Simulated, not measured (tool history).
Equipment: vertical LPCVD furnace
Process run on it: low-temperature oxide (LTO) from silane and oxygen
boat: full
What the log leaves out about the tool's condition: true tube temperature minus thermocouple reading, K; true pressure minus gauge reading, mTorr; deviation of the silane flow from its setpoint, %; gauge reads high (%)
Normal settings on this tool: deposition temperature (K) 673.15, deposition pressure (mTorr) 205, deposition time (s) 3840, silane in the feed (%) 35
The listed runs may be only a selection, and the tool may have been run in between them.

run	day	deposition temperature (K)	deposition pressure (mTorr)	deposition time (s)	silane in the feed (%)	wafers since the last listed run	hours since the last temperature calibration	hours since the pressure gauge was zeroed	hours since the silane flow controller was replaced	hours since the gauge calibration	read-back reference wafer on the same gauge, thickness	film thickness on the monitor wafer in the middle of the boat (Å)
1	0	673.15	205	3840	35	0	2797.4	2807.5	4796.4	473.3	394.95	4353.9
2	1.792	673.15	205	3840	35	832	2840.4	2850.5	4839.4	516.3	394.95	4331.4
3	4.517	673.15	205	3840	35	1266	2905.8	2915.9	4904.8	581.7	395.29	4318.3
4	6.638	673.15	205	3840	35	985	2956.7	2966.8	4955.7	632.6	394.89	4348.5
5	9.371	673.15	205	3840	35	1269	3022.3	3032.4	5021.3	698.2	394.7	4324.9
6	12.842	673.15	205	3840	35	1612	3105.6	3115.7	5104.6	781.5	395.14	4347.3
7	16.638	673.15	205	3840	35	1763	3196.7	3206.8	5195.7	872.6	395.48	4325.2
# day 19.671: gauge calibrated
8	20.671	677.15	205	3840	35	1873	3293.5	3303.6	5292.5	24	394.59	4553.6
9	23.65	673.15	205	3840	35	1384	3365	3375.1	5364	95.5	394.95	4308.8
10	31.738	673.15	205	3840	41	3757	3559.1	3569.2	5558.1	289.6	394.89	5301
11	35.558	685.15	205	2520	33	1775	3650.8	3660.9	5649.8	381.3	395.08	2994
# day 39.308: pressure gauge zeroed
12	39.329	673.15	205	4800	35	1287	3741.3	0.5	5740.3	471.8	395.57	5757.9
# day 40.5: silane flow controller replaced
# day 41.025: thermocouples replaced and temperature profile calibrated
13	41.65	673.15	205	3840	35	370	15	56.2	27.6	527.5	395.24	4575.3
14	45.442	673.15	190	3840	35	1761	106	147.2	118.6	618.5	394.99	4229.2
15	47.471	673.15	255	4890	32	942	154.7	195.9	167.3	667.2	394.78	6379.5
16	49.567	677.15	205	3840	28	973	205	246.2	217.6	717.5	394.75	3468.9
17	52.608	673.15	205	3840	35	1413	278	319.2	290.6	790.5	394.88	4558.8
18	54.592	673.15	240	3840	39	921	325.6	366.8	338.2	838.1	394.52	6149

Alternative continuations, all from the tool just after run 18; predict every row:
A	54.762	673.15	205	3840	35	79	329.7	370.9	342.3	842.2	?	?
B	54.762	673.15	205	2370	42	79	329.7	370.9	342.3	842.2	?	?
C	54.762	682.15	155	3840	35	79	329.7	370.9	342.3	842.2	?	?

run	read-back reference wafer on the same gauge, thickness	film thickness on the monitor wafer in the middle of the boat (Å)
A	394.98	4517.4
B	394.98	3493.8
C	394.98	3772.6
With no hidden state in the tool, these same runs would have given:
run	film thickness on the monitor wafer in the middle of the boat (Å)
A	4545.1
B	3515.2
C	3803.2
